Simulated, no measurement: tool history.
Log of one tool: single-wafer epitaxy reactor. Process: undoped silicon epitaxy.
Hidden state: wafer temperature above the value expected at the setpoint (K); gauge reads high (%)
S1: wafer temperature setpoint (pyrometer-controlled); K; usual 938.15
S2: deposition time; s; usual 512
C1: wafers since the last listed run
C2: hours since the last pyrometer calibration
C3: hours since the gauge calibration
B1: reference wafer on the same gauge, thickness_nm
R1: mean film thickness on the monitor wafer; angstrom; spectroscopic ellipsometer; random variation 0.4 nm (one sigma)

Run 1, hour 0.0: usual settings; C1 0; C2 2357.1; C3 226.5; B1 95.140. Result: R1 1171.25 angstrom.
Run 2, hour 23.4: usual settings; C1 93; C2 2380.5; C3 249.9; B1 94.949. Result: R1 1172.97 angstrom.
At hour 31.0: gauge calibrated.
Run 3, hour 46.3: usual settings; C1 91; C2 2403.4; C3 15.3; B1 94.903. Result: R1 1182.65 angstrom.
Run 4, hour 75.8: usual settings; C1 118; C2 2432.9; C3 44.8; B1 94.958. Result: R1 1176.35 angstrom.
Run 5, hour 111.5: usual settings; C1 142; C2 2468.6; C3 80.5; B1 95.018. Result: R1 1181.67 angstrom.
Run 6, hour 124.3: usual settings but S1 935.15 K; C1 51; C2 2481.4; C3 93.3; B1 94.987. Result: R1 1091.44 angstrom.
Run 7, hour 156.7: usual settings but S1 935.15 K; C1 129; C2 2513.8; C3 125.7; B1 95.107. Result: R1 1092.07 angstrom.
Run 8, hour 181.1: usual settings but S1 951.15 K; C1 97; C2 2538.2; C3 150.1; B1 95.072. Result: R1 1607.31 angstrom.
At hour 206.3: pyrometer calibrated.
Run 9, hour 272.3: usual settings but S2 608 s; C1 332; C2 66.0; C3 241.3; B1 94.939. Result: R1 1400.64 angstrom.
Run 10, hour 289.8: usual settings; C1 70; C2 83.5; C3 258.8; B1 94.983. Result: R1 1175.37 angstrom.
At hour 299.8: gauge calibrated.
Run 11, hour 306.8: usual settings but S1 933.15 K, S2 482 s; C1 68; C2 100.5; C3 7.0; B1 95.099. Result: R1 983.97 angstrom.
Run 12, hour 323.1: usual settings but S1 929.15 K, S2 452 s; C1 65; C2 116.8; C3 23.3; B1 95.077. Result: R1 834.18 angstrom.
Run 13, hour 349.2: usual settings but S1 927.15 K, S2 426 s; C1 104; C2 142.9; C3 49.4; B1 94.972. Result: R1 749.07 angstrom.
Run 14, hour 377.1: usual settings; C1 111; C2 170.8; C3 77.3; B1 94.870. Result: R1 1178.86 angstrom.

The next listed run, before its measurement:
Run 15, hour 401.2: usual settings but S1 926.15 K; C1 96; C2 194.9; C3 101.4; B1 ?. Result: R1 ?.

Run 15 gave B1 95.109, R1 878.05 angstrom.
Without the tool's hidden state the same run would have given R1 878.05 angstrom.
